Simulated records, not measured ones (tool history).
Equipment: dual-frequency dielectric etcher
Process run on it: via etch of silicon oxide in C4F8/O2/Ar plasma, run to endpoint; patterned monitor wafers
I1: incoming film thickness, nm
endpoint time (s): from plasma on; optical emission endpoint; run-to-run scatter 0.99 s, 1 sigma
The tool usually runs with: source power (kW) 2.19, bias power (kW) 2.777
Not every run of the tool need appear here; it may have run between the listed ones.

Run 1, day 0: usual settings but bias power (kW) 2.356; I1 1459.4. Result: endpoint time (s) 282.4.
Run 2, day 4.146: usual settings but source power (kW) 1.87; I1 1464.7. Result: endpoint time (s) 287.8.
Run 3, day 6.704: usual settings but source power (kW) 1.87; I1 1458.1. Result: endpoint time (s) 284.4.
At day 10.188: wet clean of the chamber.
Run 4, day 10.746: usual settings but source power (kW) 1.87; I1 1461. Result: endpoint time (s) 290.4.
Run 5, day 13.338: usual settings; I1 1471.8. Result: endpoint time (s) 273.5.
Run 6, day 23.608: usual settings; I1 1451.4. Result: endpoint time (s) 263.6.
At day 28.396: wet clean of the chamber.
Run 7, day 28.417: usual settings but source power (kW) 2; I1 1450.3. Result: endpoint time (s) 283.4.
Run 8, day 40.35: usual settings; I1 1454.7. Result: endpoint time (s) 266.3.
At day 43.079: upper electrode replaced.
Run 9, day 43.1: usual settings; I1 1474.8. Result: endpoint time (s) 267.7.
Run 10, day 46.742: usual settings; I1 1454.1. Result: endpoint time (s) 261.8.
At day 47.375: source power generator calibrated.
At day 49.225: wet clean of the chamber.
Run 11, day 49.254: usual settings; I1 1470.5. Result: endpoint time (s) 278.7.
Run 12, day 51.288: usual settings; I1 1453.8. Result: endpoint time (s) 271.9.
Run 13, day 55.433: usual settings; I1 1462.7. Result: endpoint time (s) 271.6.
Run 14, day 59.925: usual settings but source power (kW) 2.61, bias power (kW) 2.992; I1 1472.4. Result: endpoint time (s) 247.9.
At day 63.954: bias power generator calibrated.
Run 15, day 64.342: usual settings but source power (kW) 2.42, bias power (kW) 2.343; I1 1451.5. Result: endpoint time (s) 266.3.
At day 66.958: wet clean of the chamber.
Run 16, day 67.138: usual settings but source power (kW) 2.61, bias power (kW) 2.972; I1 1457.5. Result: endpoint time (s) 249.7.
Run 17, day 73.375: usual settings; I1 1453.8. Result: endpoint time (s) 270.4.
Run 18, day 74.967: usual settings but source power (kW) 2.55, bias power (kW) 2.172; I1 1461.4. Result: endpoint time (s) 270.3.
Run 19, day 78.9: usual settings; I1 1453.5. Result: endpoint time (s) 266.8.
Run 20, day 82.121: usual settings but source power (kW) 2.37, bias power (kW) 2.138; I1 1463.3. Result: endpoint time (s) 276.9.
At day 86.283: wet clean of the chamber.
Run 21, day 86.317: usual settings but source power (kW) 2.4, bias power (kW) 2.094; I1 1473. Result: endpoint time (s) 283.5.
Run 22, day 99.412: usual settings but source power (kW) 2.48, bias power (kW) 2.129; I1 1461.4. Result: endpoint time (s) 269.3.
Run 23, day 101.125: usual settings but source power (kW) 2.45; I1 1453.6. Result: endpoint time (s) 252.1.
Run 24, day 103.829: usual settings but source power (kW) 2.54; I1 1467.3. Result: endpoint time (s) 250.2.

5 ways to go on from here, each from the tool as it stands after run 24. What would each give?
Run A, day 103.85: usual settings but source power (kW) 1.77; I1 1450.3. Result: endpoint time (s) ?.
Run B, day 103.85: usual settings but source power (kW) 2.4; I1 1450.3. Result: endpoint time (s) ?.
Run C, day 103.85: usual settings but source power (kW) 2.63, bias power (kW) 2.173; I1 1450.3. Result: endpoint time (s) ?.
Run D, day 103.85: usual settings but bias power (kW) 3.407; I1 1450.3. Result: endpoint time (s) ?.
Run E, day 103.85: usual settings but source power (kW) 2.72, bias power (kW) 2.41; I1 1450.3. Result: endpoint time (s) ?.

run  endpoint time (s)
  A              281.9
  B              249.3
  C                256
  D              244.3
  E                246
With no hidden state in the tool, these same runs would have given:
run  endpoint time (s)
  A              295.1
  B                261
  C                268
  D              255.7
  E              257.5
